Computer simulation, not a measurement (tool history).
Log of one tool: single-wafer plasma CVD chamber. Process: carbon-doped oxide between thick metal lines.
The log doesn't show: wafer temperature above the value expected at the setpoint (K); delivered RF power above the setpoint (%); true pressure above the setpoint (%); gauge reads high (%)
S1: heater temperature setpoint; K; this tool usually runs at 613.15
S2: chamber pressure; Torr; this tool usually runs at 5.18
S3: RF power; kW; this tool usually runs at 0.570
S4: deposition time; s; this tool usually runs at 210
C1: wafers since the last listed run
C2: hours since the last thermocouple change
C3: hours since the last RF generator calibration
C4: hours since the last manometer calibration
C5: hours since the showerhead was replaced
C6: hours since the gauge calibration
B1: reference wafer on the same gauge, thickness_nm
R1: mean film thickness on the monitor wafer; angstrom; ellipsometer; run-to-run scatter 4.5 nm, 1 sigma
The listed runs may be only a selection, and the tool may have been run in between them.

Run 1, hour 0.0: usual settings but S2 6.07 Torr; C1 0; C2 819.1; C3 1073.9; C4 1139.0; C5 5224.8; C6 699.5; B1 949.460. Result: R1 11319.47 angstrom.
Run 2, hour 22.0: usual settings but S2 6.07 Torr; C1 147; C2 841.1; C3 1095.9; C4 1161.0; C5 5246.8; C6 721.5; B1 949.466. Result: R1 11414.69 angstrom.
Run 3, hour 51.4: usual settings; C1 196; C2 870.5; C3 1125.3; C4 1190.4; C5 5276.2; C6 750.9; B1 949.700. Result: R1 11147.66 angstrom.
At hour 59.2: gauge calibrated.
At hour 62.6: showerhead replaced.
Run 4, hour 81.0: usual settings; C1 144; C2 900.1; C3 1154.9; C4 1220.0; C5 18.4; C6 21.8; B1 950.145. Result: R1 11216.65 angstrom.
Run 5, hour 101.4: usual settings but S4 199 s; C1 136; C2 920.5; C3 1175.3; C4 1240.4; C5 38.8; C6 42.2; B1 949.852. Result: R1 10637.73 angstrom.
Run 6, hour 126.7: usual settings but S4 199 s; C1 169; C2 945.8; C3 1200.6; C4 1265.7; C5 64.1; C6 67.5; B1 949.875. Result: R1 10622.48 angstrom.
Run 7, hour 142.9: usual settings but S4 199 s; C1 108; C2 962.0; C3 1216.8; C4 1281.9; C5 80.3; C6 83.7; B1 949.304. Result: R1 10598.15 angstrom.
Run 8, hour 177.3: usual settings but S1 621.15 K, S4 173 s; C1 230; C2 996.4; C3 1251.2; C4 1316.3; C5 114.7; C6 118.1; B1 950.198. Result: R1 9047.28 angstrom.
Run 9, hour 208.4: usual settings; C1 208; C2 1027.5; C3 1282.3; C4 1347.4; C5 145.8; C6 149.2; B1 950.508. Result: R1 11183.77 angstrom.
Run 10, hour 234.4: usual settings but S4 199 s; C1 173; C2 1053.5; C3 1308.3; C4 1373.4; C5 171.8; C6 175.2; B1 949.372. Result: R1 10612.30 angstrom.
Run 11, hour 259.9: usual settings but S3 0.505 kW; C1 170; C2 1079.0; C3 1333.8; C4 1398.9; C5 197.3; C6 200.7; B1 949.690. Result: R1 10617.79 angstrom.
Run 12, hour 282.5: usual settings but S3 0.480 kW, S4 236 s; C1 151; C2 1101.6; C3 1356.4; C4 1421.5; C5 219.9; C6 223.3; B1 949.680. Result: R1 11792.49 angstrom.
Run 13, hour 295.1: usual settings; C1 84; C2 1114.2; C3 1369.0; C4 1434.1; C5 232.5; C6 235.9; B1 950.316. Result: R1 11014.17 angstrom.
At hour 366.3: RF generator calibrated.
Run 14, hour 390.3: usual settings but S2 6.44 Torr, S3 0.600 kW, S4 228 s; C1 583; C2 1209.4; C3 24.0; C4 1529.3; C5 327.7; C6 331.1; B1 950.192. Result: R1 12274.02 angstrom.
Run 15, hour 414.6: usual settings but S1 628.15 K; C1 162; C2 1233.7; C3 48.3; C4 1553.6; C5 352.0; C6 355.4; B1 950.399. Result: R1 10484.19 angstrom.
Run 16, hour 444.0: usual settings but S2 4.13 Torr, S4 168 s; C1 196; C2 1263.1; C3 77.7; C4 1583.0; C5 381.4; C6 384.8; B1 950.886. Result: R1 8503.40 angstrom.
Run 17, hour 456.2: usual settings but S3 0.635 kW, S4 225 s; C1 81; C2 1275.3; C3 89.9; C4 1595.2; C5 393.6; C6 397.0; B1 949.883. Result: R1 12145.59 angstrom.
At hour 484.1: thermocouple changed; heater temperature recalibrated.
Run 18, hour 486.0: usual settings but S1 627.15 K, S3 0.645 kW; C1 145; C2 1.9; C3 119.7; C4 1625.0; C5 423.4; C6 426.8; B1 950.578. Result: R1 10972.93 angstrom.
At hour 529.6: capacitance manometer re-zeroed and calibrated.
Run 19, hour 530.1: usual settings but S3 0.625 kW; C1 241; C2 46.0; C3 163.8; C4 0.5; C5 467.5; C6 470.9; B1 950.170. Result: R1 11290.74 angstrom.
Run 20, hour 534.1: usual settings but S1 604.15 K, S2 5.86 Torr, S3 0.680 kW, S4 171 s; C1 26; C2 50.0; C3 167.8; C4 4.5; C5 471.5; C6 474.9; B1 950.285. Result: R1 9845.10 angstrom.
Run 21, hour 567.2: usual settings; C1 221; C2 83.1; C3 200.9; C4 37.6; C5 504.6; C6 508.0; B1 949.931. Result: R1 10777.02 angstrom.
Run 22, hour 583.4: usual settings; C1 108; C2 99.3; C3 217.1; C4 53.8; C5 520.8; C6 524.2; B1 950.147. Result: R1 10855.62 angstrom.
Run 23, hour 630.9: usual settings but S2 4.33 Torr; C1 317; C2 146.8; C3 264.6; C4 101.3; C5 568.3; C6 571.7; B1 949.938. Result: R1 10722.38 angstrom.
At hour 653.1: RF generator calibrated, repeated, since the last time left the tool worse.
Run 24, hour 703.0: usual settings but S2 5.83 Torr, S3 0.465 kW, S4 237 s; C1 428; C2 218.9; C3 49.9; C4 173.4; C5 640.4; C6 643.8; B1 949.699. Result: R1 12047.35 angstrom.
At hour 709.1: gauge calibrated.
Run 25, hour 727.7: usual settings but S1 618.15 K, S2 4.41 Torr, S3 0.515 kW; C1 165; C2 243.6; C3 74.6; C4 198.1; C5 665.1; C6 18.6; B1 950.005. Result: R1 10551.80 angstrom.
Run 26, hour 746.1: usual settings but S3 0.490 kW; C1 123; C2 262.0; C3 93.0; C4 216.5; C5 683.5; C6 37.0; B1 949.527. Result: R1 10706.92 angstrom.
Run 27, hour 780.1: usual settings but S2 4.17 Torr, S4 224 s; C1 227; C2 296.0; C3 127.0; C4 250.5; C5 717.5; C6 71.0; B1 950.255. Result: R1 11807.44 angstrom.
Run 28, hour 810.9: usual settings but S4 252 s; C1 206; C2 326.8; C3 157.8; C4 281.3; C5 748.3; C6 101.8; B1 949.432. Result: R1 13606.78 angstrom.

The tool's hidden state at each run:
wafer temperature above the value expected at the setpoint (K): 0 at every run
true pressure above the setpoint (%): 0 at every run
gauge reads high (%): 0 at every run
H1: delivered RF power above the setpoint (%)
run      H1
  1   -3.18
  2    -3.3
  3   -3.46
  4   -3.62
  5   -3.74
  6   -3.89
  7   -3.98
  8   -4.19
  9   -4.39
 10   -4.55
 11   -4.72
 12   -4.87
 13   -4.95
 14   -10.2
 15   -10.2
 16   -10.2
 17   -10.2
 18   -10.2
 19   -10.3
 20   -10.3
 21   -10.3
 22   -10.3
 23   -10.4
 24  -0.151
 25  -0.158
 26  -0.166
 27  -0.184
 28  -0.206
